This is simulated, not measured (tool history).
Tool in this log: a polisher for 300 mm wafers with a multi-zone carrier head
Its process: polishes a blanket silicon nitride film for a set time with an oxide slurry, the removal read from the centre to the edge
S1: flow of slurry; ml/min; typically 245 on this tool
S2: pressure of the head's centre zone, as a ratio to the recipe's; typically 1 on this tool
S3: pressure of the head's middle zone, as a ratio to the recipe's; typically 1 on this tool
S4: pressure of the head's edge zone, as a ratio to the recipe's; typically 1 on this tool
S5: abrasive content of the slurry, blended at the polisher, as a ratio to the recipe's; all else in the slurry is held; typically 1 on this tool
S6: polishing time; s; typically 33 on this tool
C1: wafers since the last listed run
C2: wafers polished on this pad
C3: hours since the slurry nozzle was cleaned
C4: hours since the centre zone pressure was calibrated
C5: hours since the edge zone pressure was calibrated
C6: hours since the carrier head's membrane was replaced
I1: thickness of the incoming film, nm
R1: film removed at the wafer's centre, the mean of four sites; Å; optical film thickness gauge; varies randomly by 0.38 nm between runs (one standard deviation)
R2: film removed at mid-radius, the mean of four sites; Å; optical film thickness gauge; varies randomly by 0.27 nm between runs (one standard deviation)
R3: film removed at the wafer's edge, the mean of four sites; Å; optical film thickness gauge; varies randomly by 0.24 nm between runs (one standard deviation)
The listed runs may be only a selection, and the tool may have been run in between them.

run   hour   S1    S2    S3    S4    S5  S6    C1    C2     C3     C4      C5      C6     I1   R1   R2   R3
  1      0  245     1     1     1     1  33     0  1175   56.1  193.5  1010.1  1554.4  423.5  389  398  391
  2   47.8  245     1     1     1     1  33   902  2078  103.9  241.3  1057.9  1602.2  434.3  387  402  391
      53.9  -- carrier head's membrane replaced by a new one
  3   87.4  245     1     1     1     1  33   653  2731  143.5  280.9  1097.5    33.5  433.5  398  402  389
  4  126.8  245     1     1     1     1  33   743  3475  182.9  320.3  1136.9    72.9  424.7  387  394  392
     165.3  -- centre zone pressure recalibrated
  5  179.8  165     1     1  1.11  1.25  33   963  4438  235.9   14.5  1189.9   125.9    434  398  407  423
  6    242  245   0.9     1  0.95     1  33  1174  5613  298.1   76.7  1252.1   188.1  422.8  352  401  382
  7  304.3  170     1     1     1     1  33  1176  6789  360.4    139  1314.4   250.4  439.7  373  376  375
     328.9  -- worn pad replaced by a new one
     336.5  -- edge zone pressure recalibrated
  8  354.2  295  1.11     1     1     1  43   828   440  410.3  188.9    17.7   300.3  435.8  587  528  515
  9  396.4  245     1   0.9     1     1  33   796  1236  452.5  231.1    59.9   342.5  432.6  392  360  389
 10  431.3  245  0.93  1.09     1     1  33   659  1895  487.4    266    94.8   377.4  428.4  362  427  389
 11  502.5  245     1     1     1     1  33  1344  3240  558.6  337.2     166   448.6  432.4  398  397  389
     526.7  -- centre zone pressure recalibrated
 12  539.5  280     1     1     1  0.85  33   660  3901  595.6   12.8     203   485.6    432  376  376  367
 13  566.5  245     1     1     1     1  42   509  4411  622.6   39.8     230   512.6  433.7  504  498  501

Estimate the outcome of run 14 from the log above:
 14  607.6  245   1   1   1   1  33  776  5187  663.7  80.9  271.1  553.7  422.1   ?   ?   ?

R1: 393 Å
R2: 403 Å
R3: 394 Å
Take away the tool's hidden state, keep the run-to-run variation as it was, and the same run would have given R1 393 Å, R2 403 Å, R3 394 Å.
